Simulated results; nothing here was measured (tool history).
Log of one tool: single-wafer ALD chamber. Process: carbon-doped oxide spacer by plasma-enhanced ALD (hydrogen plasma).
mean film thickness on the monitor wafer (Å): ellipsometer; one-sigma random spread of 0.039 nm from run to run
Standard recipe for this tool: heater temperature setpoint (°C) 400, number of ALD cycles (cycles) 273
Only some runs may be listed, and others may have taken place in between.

run    hour  heater temperature setpoint (°C)  number of ALD cycles (cycles)  wafers since the last listed run  hours since the last thermocouple change  hours since the gauge calibration  read-back reference wafer on the same gauge, thickness_nm  mean film thickness on the monitor wafer (Å)
  1       0                               411                            293                                 0                                     324.3                             1373.5                                                     13.302                                        127.37
  2    63.6                               411                            293                                91                                     387.9                             1437.1                                                     13.302                                        127.69
  3   316.4                               411                            293                               362                                     640.7                             1689.9                                                     13.309                                        127.77
  4   368.6                               400                            273                                74                                     692.9                             1742.1                                                     13.289                                        121.74
  5   457.8                               400                            273                               128                                     782.1                             1831.3                                                     13.306                                        121.63
  6   554.9                               389                            294                               139                                     879.2                             1928.4                                                       13.3                                         132.6
  7   661.5                               400                            273                               153                                     985.8                               2035                                                     13.318                                        121.52
  8   763.1                               400                            273                               145                                    1087.4                             2136.6                                                     13.307                                        121.48
  9     834                               400                            273                               101                                    1158.3                             2207.5                                                     13.324                                        121.05
 10   923.7                               400                            296                               128                                      1248                             2297.2                                                     13.307                                        131.35
 11  1028.5                               400                            273                               150                                    1352.8                               2402                                                     13.306                                         120.8
       1097  -- gauge calibrated
 12  1098.9                               400                            273                               101                                    1423.2                                1.9                                                     13.291                                        121.61
     1149.2  -- thermocouple changed; heater temperature recalibrated
 13  1203.1                               400                            273                               138                                      53.9                              106.1                                                     13.304                                         123.3
 14    1267                               400                            273                                91                                     117.8                                170                                                     13.297                                        123.26
 15    1361                               408                            273                               134                                     211.8                                264                                                     13.311                                        120.58
 16  1425.5                               400                            273                                92                                     276.3                              328.5                                                     13.312                                        122.92
 17    1533                               394                            238                               154                                     383.8                                436                                                     13.314                                        106.98
 18  1599.9                               405                            317                                96                                     450.7                              502.9                                                     13.317                                        140.73
 19  1677.3                               406                            295                               111                                     528.1                              580.3                                                     13.304                                        129.56
 20  1783.7                               404                            255                               152                                     634.5                              686.7                                                     13.291                                        113.26
 21  1847.7                               400                            273                                91                                     698.5                              750.7                                                     13.321                                        121.39
 22  1915.4                               413                            238                                97                                     766.2                              818.4                                                     13.305                                        102.79
 23  1987.6                               400                            238                               103                                     838.4                              890.6                                                     13.301                                        106.29
 24  2073.1                               413                            222                               122                                     923.9                              976.1                                                      13.29                                         95.54
 25  2142.9                               400                            294                               100                                     993.7                             1045.9                                                     13.295                                        130.84
 26  2208.1                               387                            290                                93                                    1058.9                             1111.1                                                     13.309                                        130.91
 27  2263.6                               400                            273                                79                                    1114.4                             1166.6                                                     13.305                                        121.68
 28  2300.1                               400                            273                                52                                    1150.9                             1203.1                                                     13.291                                        121.25

Here are 3 independent what-if runs from the current tool condition. What would each one return?
  A  2300.9                               404                            273                                 1                                    1151.7                             1203.9                                                          ?                                             ?
  B  2300.9                               395                            273                                 1                                    1151.7                             1203.9                                                          ?                                             ?
  C  2300.9                               411                            240                                 1                                    1151.7                             1203.9                                                          ?                                             ?

run  read-back reference wafer on the same gauge, thickness_nm  mean film thickness on the monitor wafer (Å)
  A                                                     13.283                                        120.28
  B                                                     13.283                                        122.94
  C                                                     13.283                                        103.75
Had the tool no hidden state, the same runs would have come out as:
run  mean film thickness on the monitor wafer (Å)
  A                                        121.65
  B                                        122.94
  C                                        104.94
